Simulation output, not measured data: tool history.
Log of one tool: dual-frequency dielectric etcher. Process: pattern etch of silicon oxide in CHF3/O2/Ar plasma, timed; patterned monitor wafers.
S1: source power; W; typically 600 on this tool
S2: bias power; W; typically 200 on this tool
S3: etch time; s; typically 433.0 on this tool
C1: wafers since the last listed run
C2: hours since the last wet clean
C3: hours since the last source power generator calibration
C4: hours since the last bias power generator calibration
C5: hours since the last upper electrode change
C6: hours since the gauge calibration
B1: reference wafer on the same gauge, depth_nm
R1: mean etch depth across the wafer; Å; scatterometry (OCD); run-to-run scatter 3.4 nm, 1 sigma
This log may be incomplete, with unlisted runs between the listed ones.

| run | day | S1 | S2 | S3 | C1 | C2 | C3 | C4 | C5 | C6 | B1 | R1 |
|---|---|---|---|---|---|---|---|---|---|---|---|---|
| 1 | 0.000 | 660 | 200 | 433.0 | 0 | 314.1 | 2151.1 | 1751.7 | 3820.8 | 562.2 | 829.4 | 9562 |
| 2 | 0.525 | 600 | 200 | 433.0 | 36 | 326.7 | 2163.7 | 1764.3 | 3833.4 | 574.8 | 829.2 | 9285 |
| 3 | 0.808 | 600 | 200 | 433.0 | 19 | 333.5 | 2170.5 | 1771.1 | 3840.2 | 581.6 | 830.2 | 9334 |
| 4 | 1.233 | 600 | 200 | 509.0 | 29 | 343.7 | 2180.7 | 1781.3 | 3850.4 | 591.8 | 829.7 | 10918 |
|  | 2.417 | wet clean of the chamber |
| 5 | 2.438 | 600 | 200 | 433.0 | 14 | 0.5 | 2209.6 | 1810.2 | 3879.3 | 620.7 | 828.5 | 9192 |
| 6 | 2.454 | 600 | 200 | 433.0 | 1 | 0.9 | 2210.0 | 1810.6 | 3879.7 | 621.1 | 829.1 | 9118 |
| 7 | 3.583 | 600 | 200 | 433.0 | 77 | 28.0 | 2237.1 | 1837.7 | 3906.8 | 648.2 | 829.4 | 9222 |
| 8 | 4.312 | 670 | 200 | 473.5 | 50 | 45.5 | 2254.6 | 1855.2 | 3924.3 | 665.7 | 829.1 | 10350 |
| 9 | 4.621 | 650 | 200 | 310.5 | 21 | 52.9 | 2262.0 | 1862.6 | 3931.7 | 673.1 | 828.7 | 6717 |
| 10 | 5.067 | 690 | 169 | 528.0 | 30 | 63.6 | 2272.7 | 1873.3 | 3942.4 | 683.8 | 829.1 | 11140 |
| 11 | 5.917 | 600 | 221 | 433.0 | 58 | 84.0 | 2293.1 | 1893.7 | 3962.8 | 704.2 | 828.1 | 9484 |
| 12 | 6.450 | 490 | 200 | 433.0 | 36 | 96.8 | 2305.9 | 1906.5 | 3975.6 | 717.0 | 829.6 | 8672 |
|  | 6.908 | source power generator calibrated |
| 13 | 6.929 | 600 | 200 | 433.0 | 21 | 108.3 | 0.5 | 1918.0 | 3987.1 | 728.5 | 827.7 | 9251 |
| 14 | 7.558 | 740 | 167 | 433.0 | 43 | 123.4 | 15.6 | 1933.1 | 4002.2 | 743.6 | 830.5 | 9354 |
|  | 8.033 | bias power generator calibrated |
|  | 9.167 | upper electrode replaced |
| 15 | 9.188 | 600 | 200 | 433.0 | 31 | 162.5 | 54.7 | 27.7 | 0.5 | 782.7 | 828.9 | 9291 |
| 16 | 9.483 | 490 | 241 | 487.5 | 20 | 169.6 | 61.8 | 34.8 | 7.6 | 789.8 | 828.6 | 10428 |
| 17 | 10.154 | 600 | 200 | 433.0 | 46 | 185.7 | 77.9 | 50.9 | 23.7 | 805.9 | 828.8 | 9209 |
| 18 | 10.767 | 550 | 156 | 344.0 | 42 | 200.4 | 92.6 | 65.6 | 38.4 | 820.6 | 828.5 | 6676 |
|  | 10.842 | gauge calibrated |
| 19 | 11.200 | 600 | 200 | 433.0 | 29 | 210.8 | 103.0 | 76.0 | 48.8 | 8.6 | 827.5 | 9343 |
| 20 | 11.621 | 600 | 200 | 433.0 | 28 | 220.9 | 113.1 | 86.1 | 58.9 | 18.7 | 827.4 | 9264 |
| 21 | 12.975 | 490 | 186 | 387.5 | 93 | 253.4 | 145.6 | 118.6 | 91.4 | 51.2 | 830.1 | 7712 |
| 22 | 13.438 | 600 | 241 | 433.0 | 31 | 264.5 | 156.7 | 129.7 | 102.5 | 62.3 | 829.3 | 9826 |
| 23 | 13.696 | 600 | 200 | 473.5 | 17 | 270.7 | 162.9 | 135.9 | 108.7 | 68.5 | 827.3 | 10093 |
| 24 | 14.121 | 710 | 243 | 526.5 | 29 | 280.9 | 173.1 | 146.1 | 118.9 | 78.7 | 829.9 | 12608 |
| 25 | 14.542 | 470 | 200 | 312.0 | 28 | 291.0 | 183.2 | 156.2 | 129.0 | 88.8 | 828.9 | 6292 |
| 26 | 15.100 | 510 | 227 | 555.0 | 38 | 304.4 | 196.6 | 169.6 | 142.4 | 102.2 | 828.5 | 11868 |
| 27 | 15.483 | 600 | 200 | 433.0 | 26 | 313.6 | 205.8 | 178.8 | 151.6 | 111.4 | 828.6 | 9345 |
| 28 | 16.229 | 600 | 168 | 345.5 | 51 | 331.5 | 223.7 | 196.7 | 169.5 | 129.3 | 828.3 | 7094 |
| 29 | 16.704 | 700 | 200 | 433.0 | 32 | 342.9 | 235.1 | 208.1 | 180.9 | 140.7 | 827.6 | 9824 |

5 ways to go on from here, each from the tool as it stands after run 29. What would each give?
| A | 16.725 | 600 | 200 | 433.0 | 1 | 343.4 | 235.6 | 208.6 | 181.4 | 141.2 | ? | ? |
| B | 16.725 | 510 | 246 | 433.0 | 1 | 343.4 | 235.6 | 208.6 | 181.4 | 141.2 | ? | ? |
| C | 16.725 | 450 | 214 | 433.0 | 1 | 343.4 | 235.6 | 208.6 | 181.4 | 141.2 | ? | ? |
| D | 16.725 | 510 | 245 | 513.5 | 1 | 343.4 | 235.6 | 208.6 | 181.4 | 141.2 | ? | ? |
| E | 16.725 | 650 | 151 | 320.5 | 1 | 343.4 | 235.6 | 208.6 | 181.4 | 141.2 | ? | ? |

| run | B1 | R1 |
|---|---|---|
| A | 827.6 | 9351 |
| B | 827.6 | 9515 |
| C | 827.6 | 8809 |
| D | 827.6 | 11270 |
| E | 827.6 | 6547 |
The same runs, with their run-to-run variation unchanged, on a tool lacking any hidden condition would have given:
| run | R1 |
|---|---|
| A | 9111 |
| B | 9272 |
| C | 8584 |
| D | 10981 |
| E | 6379 |
